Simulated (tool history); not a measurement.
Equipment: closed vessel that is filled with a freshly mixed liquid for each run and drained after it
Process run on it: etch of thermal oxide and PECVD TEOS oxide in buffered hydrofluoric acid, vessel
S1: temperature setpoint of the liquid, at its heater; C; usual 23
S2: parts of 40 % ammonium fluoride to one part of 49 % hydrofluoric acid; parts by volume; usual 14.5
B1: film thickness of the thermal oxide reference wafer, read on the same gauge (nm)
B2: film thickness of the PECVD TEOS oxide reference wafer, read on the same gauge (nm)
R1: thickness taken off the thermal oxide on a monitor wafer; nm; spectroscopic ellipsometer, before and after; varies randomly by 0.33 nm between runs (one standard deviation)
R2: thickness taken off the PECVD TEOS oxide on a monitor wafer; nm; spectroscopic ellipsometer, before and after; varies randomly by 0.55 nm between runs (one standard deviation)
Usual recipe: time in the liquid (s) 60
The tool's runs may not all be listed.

Run 1, hour 0: usual settings but time in the liquid (s) 45; B1 150.02; B2 79.96. Result: R1 39.35 nm, R2 67.82 nm.
Run 2, hour 26.6: usual settings but time in the liquid (s) 45; B1 150; B2 79.96. Result: R1 39.55 nm, R2 67.12 nm.
Run 3, hour 46.7: usual settings but time in the liquid (s) 45; B1 150.02; B2 80.02. Result: R1 39.57 nm, R2 68.19 nm.
Run 4, hour 79.5: usual settings; B1 150.02; B2 79.98. Result: R1 53.39 nm, R2 90.69 nm.
Run 5, hour 97.4: usual settings; B1 150.03; B2 80. Result: R1 53.37 nm, R2 89.92 nm.
Run 6, hour 129.9: usual settings but time in the liquid (s) 70; B1 150.03; B2 79.97. Result: R1 61.76 nm, R2 105.23 nm.
Run 7, hour 157.8: usual settings but time in the liquid (s) 70; B1 149.98; B2 80. Result: R1 62.38 nm, R2 106.05 nm.
Run 8, hour 175.8: usual settings but S2 19 parts by volume; B1 150.02; B2 79.99. Result: R1 40.7 nm, R2 69.46 nm.
Run 9, hour 207.1: usual settings but S2 18 parts by volume; B1 149.95; B2 80. Result: R1 42.66 nm, R2 73.72 nm.
Run 10, hour 223.5: usual settings but S2 18 parts by volume; B1 150.01; B2 79.94. Result: R1 42.84 nm, R2 73.88 nm.
Run 11, hour 241: usual settings but S1 21 C; B1 149.99; B2 79.94. Result: R1 47.82 nm, R2 80.85 nm.
Run 12, hour 275.4: usual settings but S1 21 C; B1 150.04; B2 79.94. Result: R1 48.5 nm, R2 82.01 nm.
At hour 278.1: thermometer replaced.
At hour 297.7: gauge calibrated.
Run 13, hour 301.5: usual settings but S1 20.5 C; B1 150.03; B2 80.02. Result: R1 40.76 nm, R2 69.73 nm.
Run 14, hour 322.2: usual settings; B1 150.03; B2 79.98. Result: R1 47.13 nm, R2 79.47 nm.
At hour 324.6: hydrofluoric acid flow meter replaced.
Run 15, hour 345: usual settings but S1 19 C, S2 10 parts by volume, time in the liquid (s) 90; B1 149.96; B2 80.01. Result: R1 80.03 nm, R2 137.59 nm.
Run 16, hour 371.1: usual settings; B1 149.96; B2 80.06. Result: R1 47.32 nm, R2 79.22 nm.
Run 17, hour 389.1: usual settings but S1 20.5 C; B1 150.02; B2 80. Result: R1 41.19 nm, R2 70.1 nm.
Run 18, hour 412.9: usual settings but S1 26 C, S2 18.5 parts by volume, time in the liquid (s) 30; B1 149.99; B2 80. Result: R1 21.8 nm, R2 37.19 nm.
Run 19, hour 427.6: usual settings but S1 27 C, time in the liquid (s) 70; B1 150.03; B2 80. Result: R1 68.63 nm, R2 116.8 nm.
Run 20, hour 443.3: usual settings but S2 17 parts by volume; B1 150.03; B2 80.03. Result: R1 40.48 nm, R2 68.33 nm.
Run 21, hour 464.7: usual settings but S1 27.5 C, S2 17 parts by volume; B1 149.94; B2 80. Result: R1 51.63 nm, R2 87.89 nm.
Run 22, hour 484.9: usual settings but S1 26.5 C; B1 150.01; B2 79.99. Result: R1 57.14 nm, R2 96.93 nm.
Run 23, hour 517: usual settings; B1 149.97; B2 80.03. Result: R1 47.04 nm, R2 80.76 nm.
Run 24, hour 531: usual settings; B1 149.99; B2 79.99. Result: R1 47.31 nm, R2 80.75 nm.
Run 25, hour 551.4: usual settings but S1 20 C, S2 19 parts by volume, time in the liquid (s) 35; B1 149.99; B2 79.96. Result: R1 17.96 nm, R2 30.61 nm.
Run 26, hour 577.4: usual settings but S2 11.5 parts by volume; B1 150.01; B2 80.03. Result: R1 60 nm, R2 101.03 nm.

Below are 4 alternative next runs, each starting from the tool's condition after run 26. Predict each:
Run A, hour 578.1: usual settings but time in the liquid (s) 80; B1 ?; B2 ?. Result: R1 ?, R2 ?.
Run B, hour 578.1: usual settings but S1 24.5 C; B1 ?; B2 ?. Result: R1 ?, R2 ?.
Run C, hour 578.1: usual settings but S1 25 C, S2 17 parts by volume, time in the liquid (s) 30; B1 ?; B2 ?. Result: R1 ?, R2 ?.
Run D, hour 578.1: usual settings but S1 21 C, S2 11.5 parts by volume, time in the liquid (s) 90; B1 ?; B2 ?. Result: R1 ?, R2 ?.

run      B1  B2     R1      R2
  A  149.99  80  64.44  109.12
  B  149.99  80  52.45   88.82
  C  149.99  80  23.05   39.03
  D  149.99  80  81.48  137.97
What these runs would have given with no unlogged condition in the tool:
run     R1      R2
  A  63.08  106.81
  B  51.35   86.96
  C  22.56   38.21
  D  79.73  135.01
